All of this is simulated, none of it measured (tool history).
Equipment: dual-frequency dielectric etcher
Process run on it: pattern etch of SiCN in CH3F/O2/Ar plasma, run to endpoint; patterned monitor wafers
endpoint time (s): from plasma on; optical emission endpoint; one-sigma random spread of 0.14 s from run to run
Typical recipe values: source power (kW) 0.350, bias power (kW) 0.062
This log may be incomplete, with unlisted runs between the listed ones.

run	hour	source power (kW)	bias power (kW)	incoming incoming film thickness, nm	endpoint time (s)
1	0.0	0.350	0.062	7.35	20.6
2	12.2	0.350	0.062	7.30	20.5
3	22.5	0.350	0.062	7.32	20.5
4	33.4	0.390	0.062	7.29	19.4
5	50.3	0.420	0.062	7.32	18.5
6	61.3	0.350	0.062	7.27	20.4
7	68.8	0.350	0.062	7.29	20.3
# hour 97.5: wet clean of the chamber
8	98.0	0.350	0.062	7.31	20.4
9	98.3	0.350	0.062	7.35	20.6
10	106.6	0.350	0.062	7.24	20.1
# hour 143.3: upper electrode replaced
# hour 148.0: bias power generator calibrated
11	149.1	0.350	0.062	7.28	20.3
12	163.9	0.430	0.054	7.23	19.5
13	171.0	0.390	0.072	7.32	18.2
# hour 184.8: source power generator calibrated
14	185.6	0.430	0.050	7.24	19.8
15	200.9	0.350	0.078	7.28	18.5
16	214.7	0.280	0.077	7.36	20.7
17	226.7	0.300	0.053	7.27	23.5
18	241.3	0.350	0.062	7.32	20.7
19	253.5	0.300	0.055	7.31	23.3
20	263.5	0.350	0.072	7.30	19.2

4 options for the next run, each taken on its own from the tool as it stands now. Forecast them:
A	263.9	0.350	0.062	7.37	?
B	263.9	0.290	0.069	7.37	?
C	263.9	0.420	0.077	7.37	?
D	263.9	0.350	0.047	7.37	?

run	endpoint time (s)
A	20.4
B	21.5
C	16.9
D	23.1
The same runs, with their run-to-run variation unchanged, on a tool lacking any hidden condition would have given:
run	endpoint time (s)
A	20.4
B	21.5
C	16.9
D	23.1
